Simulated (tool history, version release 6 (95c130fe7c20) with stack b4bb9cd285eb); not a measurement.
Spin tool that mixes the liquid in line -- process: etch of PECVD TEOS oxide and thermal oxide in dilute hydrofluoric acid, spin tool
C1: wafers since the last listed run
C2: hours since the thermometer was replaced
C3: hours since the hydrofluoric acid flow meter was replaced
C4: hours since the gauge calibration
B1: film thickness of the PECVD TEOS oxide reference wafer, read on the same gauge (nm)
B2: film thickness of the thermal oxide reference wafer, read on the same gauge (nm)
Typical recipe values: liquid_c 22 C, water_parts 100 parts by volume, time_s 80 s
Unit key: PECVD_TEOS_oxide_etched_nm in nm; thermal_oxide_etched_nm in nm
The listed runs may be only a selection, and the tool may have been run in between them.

{"run": 1, "hour": 0.0, "liquid_c": 22, "water_parts": 130, "time_s": 80, "C1": 0, "C2": 844, "C3": 1880, "C4": 16.4, "B1": 90.01, "B2": 149.998, "PECVD_TEOS_oxide_etched_nm": 4.69, "thermal_oxide_etched_nm": 2.528}
{"run": 2, "hour": 56.0, "liquid_c": 22, "water_parts": 100, "time_s": 80, "C1": 783, "C2": 900, "C3": 1936, "C4": 72.4, "B1": 90, "B2": 149.993, "PECVD_TEOS_oxide_etched_nm": 6.48, "thermal_oxide_etched_nm": 3.403}
{"run": 3, "hour": 95.6, "liquid_c": 22, "water_parts": 100, "time_s": 80, "C1": 553, "C2": 939.6, "C3": 1975.6, "C4": 112, "B1": 90.05, "B2": 150.001, "PECVD_TEOS_oxide_etched_nm": 6.52, "thermal_oxide_etched_nm": 3.326}
{"run": 4, "hour": 160.9, "liquid_c": 19, "water_parts": 100, "time_s": 120, "C1": 913, "C2": 1004.9, "C3": 2040.9, "C4": 177.3, "B1": 90.01, "B2": 150.009, "PECVD_TEOS_oxide_etched_nm": 8.48, "thermal_oxide_etched_nm": 4.467}
{"run": 5, "hour": 226.8, "liquid_c": 19, "water_parts": 100, "time_s": 120, "C1": 921, "C2": 1070.8, "C3": 2106.8, "C4": 243.2, "B1": 90.03, "B2": 150.003, "PECVD_TEOS_oxide_etched_nm": 8.45, "thermal_oxide_etched_nm": 4.47}
{"run": 6, "hour": 280.0, "liquid_c": 19, "water_parts": 100, "time_s": 120, "C1": 743, "C2": 1124, "C3": 2160, "C4": 296.4, "B1": 90, "B2": 150.032, "PECVD_TEOS_oxide_etched_nm": 8.64, "thermal_oxide_etched_nm": 4.5}
{"run": 7, "hour": 331.7, "liquid_c": 22, "water_parts": 130, "time_s": 80, "C1": 722, "C2": 1175.7, "C3": 2211.7, "C4": 348.1, "B1": 89.98, "B2": 149.977, "PECVD_TEOS_oxide_etched_nm": 4.7, "thermal_oxide_etched_nm": 2.485}
{"run": 8, "hour": 381.7, "liquid_c": 24.5, "water_parts": 140, "time_s": 60, "C1": 699, "C2": 1225.7, "C3": 2261.7, "C4": 398.1, "B1": 90.01, "B2": 150.015, "PECVD_TEOS_oxide_etched_nm": 3.64, "thermal_oxide_etched_nm": 1.917}
{"run": 9, "hour": 433.8, "liquid_c": 24.5, "water_parts": 140, "time_s": 55, "C1": 728, "C2": 1277.8, "C3": 2313.8, "C4": 450.2, "B1": 90.01, "B2": 150.009, "PECVD_TEOS_oxide_etched_nm": 3.31, "thermal_oxide_etched_nm": 1.741}
{"hour": 450.6, "done": "hydrofluoric acid flow meter replaced"}
{"run": 10, "hour": 490.0, "liquid_c": 22, "water_parts": 100, "time_s": 80, "C1": 771, "C2": 1334, "C3": 39.4, "C4": 506.4, "B1": 90.01, "B2": 150.002, "PECVD_TEOS_oxide_etched_nm": 6.41, "thermal_oxide_etched_nm": 3.385}
{"run": 11, "hour": 556.8, "liquid_c": 22, "water_parts": 100, "time_s": 60, "C1": 934, "C2": 1400.8, "C3": 106.2, "C4": 573.2, "B1": 89.99, "B2": 149.999, "PECVD_TEOS_oxide_etched_nm": 4.85, "thermal_oxide_etched_nm": 2.585}
{"run": 12, "hour": 614.9, "liquid_c": 22, "water_parts": 100, "time_s": 55, "C1": 812, "C2": 1458.9, "C3": 164.3, "C4": 631.3, "B1": 90.01, "B2": 149.994, "PECVD_TEOS_oxide_etched_nm": 4.35, "thermal_oxide_etched_nm": 2.317}
{"hour": 641.7, "done": "thermometer replaced"}
{"run": 13, "hour": 677.9, "liquid_c": 22, "water_parts": 100, "time_s": 80, "C1": 867, "C2": 36.2, "C3": 227.3, "C4": 694.3, "B1": 90, "B2": 150.032, "PECVD_TEOS_oxide_etched_nm": 6.41, "thermal_oxide_etched_nm": 3.412}
{"run": 14, "hour": 739.8, "liquid_c": 20.5, "water_parts": 85, "time_s": 130, "C1": 865, "C2": 98.1, "C3": 289.2, "C4": 756.2, "B1": 90.03, "B2": 149.99, "PECVD_TEOS_oxide_etched_nm": 11.48, "thermal_oxide_etched_nm": 6.125}
{"run": 15, "hour": 764.5, "liquid_c": 26.5, "water_parts": 125, "time_s": 120, "C1": 345, "C2": 122.8, "C3": 313.9, "C4": 780.9, "B1": 89.99, "B2": 150.012, "PECVD_TEOS_oxide_etched_nm": 8.98, "thermal_oxide_etched_nm": 4.655}
{"run": 16, "hour": 817.6, "liquid_c": 22, "water_parts": 100, "time_s": 80, "C1": 742, "C2": 175.9, "C3": 367, "C4": 834, "B1": 90.02, "B2": 149.999, "PECVD_TEOS_oxide_etched_nm": 6.38, "thermal_oxide_etched_nm": 3.401}
{"run": 17, "hour": 940.5, "liquid_c": 22, "water_parts": 150, "time_s": 110, "C1": 1718, "C2": 298.8, "C3": 489.9, "C4": 956.9, "B1": 90.03, "B2": 149.998, "PECVD_TEOS_oxide_etched_nm": 5.6, "thermal_oxide_etched_nm": 2.951}
{"run": 18, "hour": 1000.4, "liquid_c": 25, "water_parts": 100, "time_s": 80, "C1": 837, "C2": 358.7, "C3": 549.8, "C4": 1016.8, "B1": 90.02, "B2": 149.992, "PECVD_TEOS_oxide_etched_nm": 7.19, "thermal_oxide_etched_nm": 3.831}
{"run": 19, "hour": 1039.3, "liquid_c": 19, "water_parts": 100, "time_s": 120, "C1": 543, "C2": 397.6, "C3": 588.7, "C4": 1055.7, "B1": 89.99, "B2": 149.986, "PECVD_TEOS_oxide_etched_nm": 8.6, "thermal_oxide_etched_nm": 4.409}
{"run": 20, "hour": 1090.8, "liquid_c": 22, "water_parts": 100, "time_s": 80, "C1": 720, "C2": 449.1, "C3": 640.2, "C4": 1107.2, "B1": 90.02, "B2": 149.977, "PECVD_TEOS_oxide_etched_nm": 6.44, "thermal_oxide_etched_nm": 3.342}
{"run": 21, "hour": 1115.9, "liquid_c": 18.5, "water_parts": 100, "time_s": 65, "C1": 351, "C2": 474.2, "C3": 665.3, "C4": 1132.3, "B1": 89.96, "B2": 150.006, "PECVD_TEOS_oxide_etched_nm": 4.46, "thermal_oxide_etched_nm": 2.393}
{"run": 22, "hour": 1142.6, "liquid_c": 22, "water_parts": 100, "time_s": 80, "C1": 373, "C2": 500.9, "C3": 692, "C4": 1159, "B1": 90, "B2": 150.005, "PECVD_TEOS_oxide_etched_nm": 6.41, "thermal_oxide_etched_nm": 3.333}
{"run": 23, "hour": 1199.5, "liquid_c": 19, "water_parts": 115, "time_s": 40, "C1": 795, "C2": 557.8, "C3": 748.9, "C4": 1215.9, "B1": 90, "B2": 149.991, "PECVD_TEOS_oxide_etched_nm": 2.43, "thermal_oxide_etched_nm": 1.27}
{"run": 24, "hour": 1234.8, "liquid_c": 22, "water_parts": 100, "time_s": 80, "C1": 493, "C2": 593.1, "C3": 784.2, "C4": 1251.2, "B1": 89.99, "B2": 149.982, "PECVD_TEOS_oxide_etched_nm": 6.51, "thermal_oxide_etched_nm": 3.38}
{"run": 25, "hour": 1261.5, "liquid_c": 22, "water_parts": 75, "time_s": 80, "C1": 373, "C2": 619.8, "C3": 810.9, "C4": 1277.9, "B1": 89.97, "B2": 150.023, "PECVD_TEOS_oxide_etched_nm": 8.75, "thermal_oxide_etched_nm": 4.665}
{"run": 26, "hour": 1320.7, "liquid_c": 22, "water_parts": 100, "time_s": 130, "C1": 827, "C2": 679, "C3": 870.1, "C4": 1337.1, "B1": 90, "B2": 149.97, "PECVD_TEOS_oxide_etched_nm": 10.44, "thermal_oxide_etched_nm": 5.419}

What the log doesn't show, run by run:
liquid colder than its thermometer reads (K): 0, the same for each run
hydrofluoric acid flow above the setpoint (%): 0, the same for each run
gauge reads high (%): 0, the same for each run
